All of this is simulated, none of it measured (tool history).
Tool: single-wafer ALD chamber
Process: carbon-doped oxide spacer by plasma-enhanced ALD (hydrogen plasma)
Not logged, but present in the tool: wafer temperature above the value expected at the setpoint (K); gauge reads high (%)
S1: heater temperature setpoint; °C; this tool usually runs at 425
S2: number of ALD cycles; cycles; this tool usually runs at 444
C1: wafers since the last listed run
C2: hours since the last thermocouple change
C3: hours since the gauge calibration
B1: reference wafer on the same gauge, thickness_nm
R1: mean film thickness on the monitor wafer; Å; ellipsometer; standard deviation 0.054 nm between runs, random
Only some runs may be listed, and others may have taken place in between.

Run 1, day 0.000: usual settings; C1 0; C2 2558.7; C3 38.8; B1 22.770. Result: R1 214.96 Å.
Run 2, day 0.517: usual settings; C1 8; C2 2571.1; C3 51.2; B1 22.745. Result: R1 213.65 Å.
Run 3, day 0.821: usual settings; C1 5; C2 2578.4; C3 58.5; B1 22.726. Result: R1 214.70 Å.
Run 4, day 1.246: usual settings but S1 436 °C; C1 7; C2 2588.6; C3 68.7; B1 22.722. Result: R1 205.11 Å.
Run 5, day 3.475: usual settings but S1 436 °C; C1 38; C2 2642.1; C3 122.2; B1 22.636. Result: R1 204.92 Å.
Run 6, day 3.996: usual settings but S1 421 °C; C1 8; C2 2654.6; C3 134.7; B1 22.617. Result: R1 216.13 Å.
Run 7, day 4.658: usual settings but S1 421 °C; C1 11; C2 2670.5; C3 150.6; B1 22.606. Result: R1 217.08 Å.
Run 8, day 5.158: usual settings; C1 8; C2 2682.5; C3 162.6; B1 22.596. Result: R1 212.78 Å.
Run 9, day 5.467: usual settings; C1 5; C2 2689.9; C3 170.0; B1 22.593. Result: R1 212.15 Å.
Run 10, day 6.117: usual settings; C1 11; C2 2705.5; C3 185.6; B1 22.584. Result: R1 212.91 Å.
Run 11, day 6.596: usual settings but S2 483 cycles; C1 8; C2 2717.0; C3 197.1; B1 22.563. Result: R1 231.13 Å.
Run 12, day 6.858: usual settings but S2 483 cycles; C1 4; C2 2723.3; C3 203.4; B1 22.564. Result: R1 231.20 Å.
Run 13, day 7.471: usual settings but S2 483 cycles; C1 10; C2 2738.0; C3 218.1; B1 22.555. Result: R1 231.61 Å.
Run 14, day 7.779: usual settings; C1 5; C2 2745.4; C3 225.5; B1 22.553. Result: R1 212.21 Å.
At day 8.312: thermocouple changed; heater temperature recalibrated.
Run 15, day 8.454: usual settings; C1 5; C2 3.4; C3 241.7; B1 22.548. Result: R1 212.06 Å.
Run 16, day 8.858: usual settings; C1 6; C2 13.1; C3 251.4; B1 22.537. Result: R1 212.15 Å.
Run 17, day 9.958: usual settings; C1 18; C2 39.5; C3 277.8; B1 22.529. Result: R1 212.10 Å.
Run 18, day 10.629: usual settings; C1 11; C2 55.6; C3 293.9; B1 22.530. Result: R1 211.76 Å.
Run 19, day 11.817: usual settings; C1 20; C2 84.1; C3 322.4; B1 22.507. Result: R1 212.90 Å.
Run 20, day 12.308: usual settings but S1 440 °C; C1 8; C2 95.9; C3 334.2; B1 22.513. Result: R1 200.47 Å.
Run 21, day 12.912: usual settings but S1 431 °C, S2 491 cycles; C1 10; C2 110.4; C3 348.7; B1 22.493. Result: R1 229.69 Å.
Run 22, day 13.221: usual settings but S1 414 °C; C1 5; C2 117.8; C3 356.1; B1 22.494. Result: R1 220.03 Å.
Run 23, day 13.483: usual settings but S2 362 cycles; C1 4; C2 124.1; C3 362.4; B1 22.507. Result: R1 172.78 Å.
Run 24, day 13.812: usual settings but S1 419 °C, S2 378 cycles; C1 5; C2 132.0; C3 370.3; B1 22.497. Result: R1 184.79 Å.
At day 14.262: gauge calibrated.
Run 25, day 15.029: usual settings but S1 411 °C, S2 498 cycles; C1 20; C2 161.2; C3 18.4; B1 22.785. Result: R1 252.30 Å.
Run 26, day 15.667: usual settings but S1 420 °C, S2 391 cycles; C1 10; C2 176.5; C3 33.7; B1 22.754. Result: R1 192.49 Å.
Run 27, day 16.379: usual settings but S1 429 °C, S2 409 cycles; C1 12; C2 193.6; C3 50.8; B1 22.723. Result: R1 194.98 Å.
Run 28, day 16.821: usual settings; C1 7; C2 204.2; C3 61.4; B1 22.698. Result: R1 213.49 Å.
Run 29, day 17.246: usual settings; C1 7; C2 214.4; C3 71.6; B1 22.677. Result: R1 213.64 Å.
Run 30, day 17.558: usual settings but S1 415 °C, S2 474 cycles; C1 5; C2 221.9; C3 79.1; B1 22.671. Result: R1 236.79 Å.
Run 31, day 18.075: usual settings but S2 483 cycles; C1 8; C2 234.3; C3 91.5; B1 22.647. Result: R1 231.53 Å.
Run 32, day 18.554: usual settings but S1 429 °C, S2 356 cycles; C1 8; C2 245.8; C3 103.0; B1 22.630. Result: R1 167.80 Å.
Run 33, day 20.742: usual settings but S1 432 °C, S2 479 cycles; C1 37; C2 298.3; C3 155.5; B1 22.576. Result: R1 223.19 Å.
Run 34, day 21.238: usual settings but S1 416 °C, S2 407 cycles; C1 8; C2 310.2; C3 167.4; B1 22.569. Result: R1 201.28 Å.
Run 35, day 21.621: usual settings but S1 421 °C, S2 483 cycles; C1 6; C2 319.4; C3 176.6; B1 22.568. Result: R1 235.01 Å.
Run 36, day 22.096: usual settings but S1 416 °C, S2 368 cycles; C1 8; C2 330.8; C3 188.0; B1 22.555. Result: R1 182.34 Å.

4 ways to go on from here, each from the tool as it stands after run 36. What would each give?
Run A, day 22.142: usual settings but S2 376 cycles; C1 0; C2 331.9; C3 189.1; B1 ?. Result: R1 ?.
Run B, day 22.142: usual settings but S1 419 °C, S2 522 cycles; C1 0; C2 331.9; C3 189.1; B1 ?. Result: R1 ?.
Run C, day 22.142: usual settings but S1 416 °C, S2 515 cycles; C1 0; C2 331.9; C3 189.1; B1 ?. Result: R1 ?.
Run D, day 22.142: usual settings but S1 431 °C; C1 0; C2 331.9; C3 189.1; B1 ?. Result: R1 ?.

run      B1      R1
  A  22.546  180.24
  B  22.546  255.72
  C  22.546  255.00
  D  22.546  208.16
What these runs would have given with no unlogged condition in the tool:
run      R1
  A  182.28
  B  258.62
  C  257.89
  D  210.52

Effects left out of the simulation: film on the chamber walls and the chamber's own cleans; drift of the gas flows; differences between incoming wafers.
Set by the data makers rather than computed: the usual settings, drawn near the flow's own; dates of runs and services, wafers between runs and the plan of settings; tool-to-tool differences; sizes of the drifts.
